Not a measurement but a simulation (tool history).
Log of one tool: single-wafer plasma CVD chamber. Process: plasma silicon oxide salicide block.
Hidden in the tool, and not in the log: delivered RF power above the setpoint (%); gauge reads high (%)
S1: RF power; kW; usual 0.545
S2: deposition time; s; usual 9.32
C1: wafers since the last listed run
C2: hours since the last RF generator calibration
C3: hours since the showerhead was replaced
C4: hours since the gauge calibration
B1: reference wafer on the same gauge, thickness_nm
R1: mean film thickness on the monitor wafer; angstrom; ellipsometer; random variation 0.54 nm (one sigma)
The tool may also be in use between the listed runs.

| run | day | S1 | S2 | C1 | C2 | C3 | C4 | B1 | R1 |
|---|---|---|---|---|---|---|---|---|---|
| 1 | 0.000 | 0.545 | 9.32 | 0 | 1923.5 | 5280.7 | 308.2 | 116.871 | 1007.20 |
| 2 | 7.696 | 0.620 | 9.32 | 6965 | 2108.2 | 5465.4 | 492.9 | 117.044 | 1046.36 |
| 3 | 11.638 | 0.620 | 9.32 | 3567 | 2202.8 | 5560.0 | 587.5 | 117.115 | 1046.64 |
| 4 | 13.258 | 0.615 | 9.32 | 1467 | 2241.7 | 5598.9 | 626.4 | 116.970 | 1049.67 |
| 5 | 16.438 | 0.545 | 9.32 | 2877 | 2318.0 | 5675.2 | 702.7 | 116.918 | 1016.88 |
| 6 | 18.100 | 0.545 | 9.32 | 1504 | 2357.9 | 5715.1 | 742.6 | 116.932 | 1013.08 |
|  | 19.688 | RF generator calibrated |
| 7 | 28.300 | 0.545 | 9.32 | 8930 | 206.7 | 5959.9 | 987.4 | 117.312 | 1007.66 |
| 8 | 31.358 | 0.510 | 9.32 | 2768 | 280.1 | 6033.3 | 1060.8 | 117.089 | 997.34 |
| 9 | 34.417 | 0.630 | 7.59 | 2768 | 353.5 | 6106.7 | 1134.2 | 116.941 | 853.78 |
| 10 | 38.288 | 0.545 | 9.32 | 3503 | 446.4 | 6199.6 | 1227.1 | 116.742 | 1000.41 |
|  | 42.133 | gauge calibrated |
| 11 | 46.208 | 0.545 | 10.61 | 7169 | 636.5 | 6389.7 | 97.8 | 117.169 | 1159.57 |
| 12 | 49.296 | 0.545 | 9.32 | 2794 | 710.6 | 6463.8 | 171.9 | 116.838 | 1021.67 |
|  | 51.196 | showerhead replaced |
| 13 | 53.150 | 0.545 | 9.32 | 3186 | 803.1 | 46.9 | 264.4 | 117.036 | 1017.76 |
| 14 | 55.712 | 0.645 | 9.80 | 2319 | 864.6 | 108.4 | 325.9 | 116.853 | 1102.85 |
| 15 | 59.050 | 0.460 | 9.82 | 3020 | 944.7 | 188.5 | 406.0 | 116.865 | 1026.37 |
| 16 | 60.671 | 0.495 | 9.32 | 1467 | 983.6 | 227.4 | 444.9 | 117.115 | 989.73 |
| 17 | 65.096 | 0.465 | 8.19 | 4005 | 1089.8 | 333.6 | 551.1 | 116.819 | 841.15 |

3 ways to go on from here, each from the tool as it stands after run 17. What would each give?
| A | 65.112 | 0.545 | 10.42 | 15 | 1090.2 | 334.0 | 551.5 | ? | ? |
| B | 65.112 | 0.595 | 8.18 | 15 | 1090.2 | 334.0 | 551.5 | ? | ? |
| C | 65.112 | 0.575 | 8.53 | 15 | 1090.2 | 334.0 | 551.5 | ? | ? |

| run | B1 | R1 |
|---|---|---|
| A | 117.046 | 1130.25 |
| B | 117.046 | 907.38 |
| C | 117.046 | 937.95 |
Without the tool's hidden state the same runs would have given:
| run | R1 |
|---|---|
| A | 1130.25 |
| B | 907.38 |
| C | 937.95 |
